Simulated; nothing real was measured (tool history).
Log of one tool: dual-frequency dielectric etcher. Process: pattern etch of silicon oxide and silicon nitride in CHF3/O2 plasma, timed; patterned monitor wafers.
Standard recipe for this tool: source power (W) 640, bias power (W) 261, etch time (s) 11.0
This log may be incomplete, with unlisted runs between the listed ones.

run,hour,source power (W),bias power (W),etch time (s),"read-back reference wafer on the same gauge, depth_nm",mean etch depth across the wafer (nm)
1,0.0,640,261,11.0,17.63,19.30
2,49.5,640,261,11.0,17.62,19.42
3,100.5,640,261,11.0,17.60,19.36
# hour 152.9: wet clean of the chamber
4,157.4,640,261,11.0,17.56,19.42
5,219.8,520,261,11.0,17.52,17.72
6,268.3,520,261,11.0,17.52,17.77
7,341.3,640,261,11.0,17.48,19.28
# hour 534.8: wet clean of the chamber
8,568.5,640,261,11.0,17.37,19.13
9,672.8,640,261,11.0,17.30,19.07
10,752.7,640,261,11.0,17.27,18.83
11,796.5,640,261,11.0,17.25,19.19
12,903.8,640,261,11.0,17.19,19.07
# hour 938.2: wet clean of the chamber
13,971.0,740,297,13.5,17.16,25.91
# hour 987.4: bias power generator calibrated
14,1027.4,560,261,11.0,17.10,17.93
15,1100.0,520,261,11.0,17.09,17.32
# hour 1115.0: gauge calibrated
16,1180.7,640,198,9.0,17.57,13.82
17,1241.6,710,298,13.0,17.54,25.26
# hour 1291.2: wet clean of the chamber
# hour 1311.6: upper electrode replaced
18,1312.1,500,261,13.5,17.48,21.36
19,1355.5,690,210,13.5,17.48,22.11
# hour 1529.0: source power generator calibrated
20,1646.4,640,261,11.0,17.34,19.19
# hour 1694.4: wet clean of the chamber
21,1728.6,640,261,11.0,17.31,19.15
22,1771.5,640,308,11.0,17.30,20.62
23,1847.6,500,231,8.5,17.22,12.75
24,1954.8,640,261,11.0,17.18,19.12
25,2019.8,640,261,13.0,17.18,22.42

Forecast each of these 3 alternatives for the next run:
A,2020.2,640,261,14.5,?,?
B,2020.2,600,218,14.0,?,?
C,2020.2,480,225,11.0,?,?

run,"read-back reference wafer on the same gauge, depth_nm",mean etch depth across the wafer (nm)
A,17.14,25.20
B,17.14,21.81
C,17.14,15.84
The same runs, with their run-to-run variation unchanged, on a tool lacking any hidden condition would have given:
run,mean etch depth across the wafer (nm)
A,25.85
B,22.38
C,16.25
